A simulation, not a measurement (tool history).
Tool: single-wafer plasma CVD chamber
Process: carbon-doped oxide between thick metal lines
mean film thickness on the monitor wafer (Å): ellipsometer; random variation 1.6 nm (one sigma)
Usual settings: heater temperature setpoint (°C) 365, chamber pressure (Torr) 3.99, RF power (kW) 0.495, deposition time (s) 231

| run | hour | heater temperature setpoint (°C) | chamber pressure (Torr) | RF power (kW) | deposition time (s) | read-back reference wafer on the same gauge, thickness_nm | mean film thickness on the monitor wafer (Å) |
|---|---|---|---|---|---|---|---|
| 1 | 0.0 | 353 | 3.99 | 0.495 | 231 | 909.748 | 10767.56 |
| 2 | 38.6 | 365 | 3.99 | 0.495 | 231 | 909.965 | 10493.59 |
| 3 | 54.2 | 365 | 3.99 | 0.495 | 231 | 909.573 | 10489.59 |
| 4 | 64.1 | 365 | 3.99 | 0.495 | 231 | 910.132 | 10466.52 |
| 5 | 70.8 | 365 | 3.99 | 0.495 | 231 | 909.524 | 10483.07 |
| 6 | 81.6 | 365 | 3.99 | 0.495 | 231 | 910.156 | 10473.05 |
| 7 | 94.6 | 365 | 3.99 | 0.495 | 231 | 909.953 | 10489.66 |
|  | 147.6 | RF generator calibrated |
| 8 | 148.1 | 365 | 3.99 | 0.430 | 231 | 909.856 | 10233.15 |
|  | 163.1 | capacitance manometer re-zeroed and calibrated |
| 9 | 163.6 | 365 | 4.21 | 0.495 | 231 | 910.063 | 11014.87 |
|  | 177.8 | thermocouple changed; heater temperature recalibrated |
| 10 | 178.3 | 365 | 3.99 | 0.465 | 196 | 909.597 | 9002.48 |
|  | 179.7 | gauge calibrated |
| 11 | 185.4 | 365 | 3.99 | 0.465 | 196 | 909.921 | 9025.82 |
|  | 198.1 | showerhead replaced |
| 12 | 199.9 | 365 | 3.99 | 0.465 | 196 | 910.523 | 8974.87 |
| 13 | 208.9 | 365 | 3.99 | 0.495 | 243 | 910.296 | 11418.93 |
| 14 | 221.1 | 365 | 3.59 | 0.495 | 231 | 910.024 | 10639.23 |
| 15 | 228.2 | 374 | 3.99 | 0.495 | 197 | 909.794 | 9120.05 |
| 16 | 236.1 | 365 | 3.99 | 0.495 | 262 | 910.085 | 12312.31 |
| 17 | 250.6 | 365 | 3.99 | 0.545 | 247 | 909.977 | 12091.65 |
| 18 | 261.4 | 365 | 4.30 | 0.435 | 231 | 910.203 | 10414.49 |
| 19 | 274.7 | 359 | 3.99 | 0.495 | 231 | 910.271 | 10971.43 |
| 20 | 281.2 | 365 | 3.99 | 0.495 | 231 | 909.820 | 10866.07 |
| 21 | 291.1 | 353 | 3.36 | 0.465 | 191 | 910.498 | 8632.89 |
| 22 | 300.9 | 365 | 3.99 | 0.495 | 231 | 909.641 | 10843.87 |
| 23 | 315.3 | 365 | 3.99 | 0.495 | 275 | 910.088 | 12890.09 |
| 24 | 327.3 | 365 | 3.99 | 0.495 | 231 | 910.316 | 10835.94 |
| 25 | 342.9 | 365 | 4.73 | 0.495 | 245 | 910.390 | 11870.64 |
| 26 | 356.7 | 350 | 3.99 | 0.495 | 231 | 910.018 | 11152.31 |
| 27 | 364.0 | 365 | 3.99 | 0.495 | 231 | 909.874 | 10801.02 |
| 28 | 370.1 | 358 | 3.68 | 0.410 | 186 | 910.029 | 7963.19 |
| 29 | 379.0 | 365 | 3.38 | 0.530 | 231 | 909.736 | 10787.15 |

3 ways to go on from here, each from the tool as it stands after run 29. What would each give?
| A | 379.5 | 365 | 4.76 | 0.495 | 231 | ? | ? |
| B | 379.5 | 355 | 4.55 | 0.430 | 256 | ? | ? |
| C | 379.5 | 352 | 3.99 | 0.470 | 231 | ? | ? |

| run | read-back reference wafer on the same gauge, thickness_nm | mean film thickness on the monitor wafer (Å) |
|---|---|---|
| A | 910.071 | 11213.01 |
| B | 910.071 | 11779.38 |
| C | 910.071 | 10841.86 |
Without the tool's hidden state the same runs would have given:
| run | mean film thickness on the monitor wafer (Å) |
|---|---|
| A | 11355.80 |
| B | 11953.65 |
| C | 10979.93 |

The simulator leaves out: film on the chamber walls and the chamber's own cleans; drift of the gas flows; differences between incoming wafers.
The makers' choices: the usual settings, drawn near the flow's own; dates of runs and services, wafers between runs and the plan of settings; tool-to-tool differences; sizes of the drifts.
